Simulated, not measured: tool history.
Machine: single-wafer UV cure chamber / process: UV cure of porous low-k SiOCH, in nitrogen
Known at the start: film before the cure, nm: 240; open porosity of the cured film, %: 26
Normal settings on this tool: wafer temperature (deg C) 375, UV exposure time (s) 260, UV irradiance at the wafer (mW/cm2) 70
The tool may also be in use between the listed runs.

run     day  wafer temperature (deg C)  UV exposure time (s)  UV irradiance at the wafer (mW/cm2)  wafers since the last listed run  hours since the UV bulbs were replaced  wafers since the quartz window was cleaned  loss of film thickness in the cure (%)
  1       0                        375                   260                                   70                                 0                                   484.4                                         147                                  11.829
  2  12.192                        375                   260                                   70                              2024                                     777                                        2172                                  11.377
  3  16.379                        375                   260                                   70                               695                                   877.5                                        2867                                  11.359
     20.604  -- quartz window cleaned
     22.592  -- UV bulbs replaced
  4  23.404                        375                   380                                   70                              1055                                    19.5                                         409                                  14.745
  5  25.779                        375                   380                                   70                               394                                    76.5                                         803                                  14.535
  6  29.262                        375                   300                                   70                               578                                   160.1                                        1382                                  13.006
  7  33.125                        375                   260                                   46                               641                                   252.8                                        2023                                  10.143
  8  34.675                        375                   260                                   46                               257                                     290                                        2281                                   9.904
  9  38.725                        375                   260                                   70                               672                                   387.2                                        2953                                  12.079
     40.292  -- quartz window cleaned
 10  40.317                        375                   260                                   70                               208                                   425.4                                           3                                  11.828
 11  44.204                        375                   260                                   70                               645                                   518.7                                         649                                  11.901
 12  45.775                        375                   260                                   70                               260                                   556.4                                         910                                   11.84
 13  50.054                        362                   185                                  105                               710                                   659.1                                        1620                                  11.615
 14  52.988                        375                   260                                   70                               487                                   729.5                                        2108                                   11.61
 15  54.996                        375                   125                                   70                               333                                   777.7                                        2441                                   8.035
 16  59.238                        375                   370                                  101                               704                                   879.5                                        3146                                  15.395
     59.979  -- quartz window cleaned
 17  62.125                        375                   260                                   70                               424                                   948.8                                         356                                  11.659
     63.829  -- UV bulbs replaced
 18   65.55                        375                   260                                   70                               513                                    41.3                                         869                                  12.685
 19  69.375                        359                   260                                   70                               635                                   133.1                                        1505                                  11.985
     78.471  -- quartz window cleaned
 20  81.925                        358                   380                                   55                              2028                                   434.3                                         573                                   12.23
 21  84.279                        375                   260                                   70                               390                                   490.8                                         964                                  11.978
 22  87.458                        359                   200                                   70                               527                                   567.1                                        1492                                   10.36
 23  90.425                        394                   260                                  103                               492                                   638.3                                        1985                                  14.266
 24  94.225                        375                   305                                   45                               631                                   729.5                                        2616                                   10.13

Hidden state or all else? Some run-to-run changes of loss of film thickness in the cure (%), split into what the settings, what came in and random variation would give without the hidden state, and what is left for the hidden state (with any gauge scatter that isn't in both results):
Hidden state at play: lamp output below its setpoint, %; transmission lost against a clean window, %.
Run 3 -> 4: UV exposure time (s) 260 -> 380, quartz window cleaned, UV bulbs replaced. loss of film thickness in the cure (%) +3.386: hidden state +1.182, all else +2.204.
Run 15 -> 16: UV exposure time (s) 125 -> 370, UV irradiance at the wafer (mW/cm2) 70 -> 101. loss of film thickness in the cure (%) +7.36: hidden state -0.197, all else +7.557.
Run 17 -> 18: UV bulbs replaced. loss of film thickness in the cure (%) +1.026: hidden state +0.992, all else +0.034.
Run 23 -> 24: wafer temperature (deg C) 394 -> 375, UV exposure time (s) 260 -> 305, UV irradiance at the wafer (mW/cm2) 103 -> 45. loss of film thickness in the cure (%) -4.136: hidden state +0.046, all else -4.182.

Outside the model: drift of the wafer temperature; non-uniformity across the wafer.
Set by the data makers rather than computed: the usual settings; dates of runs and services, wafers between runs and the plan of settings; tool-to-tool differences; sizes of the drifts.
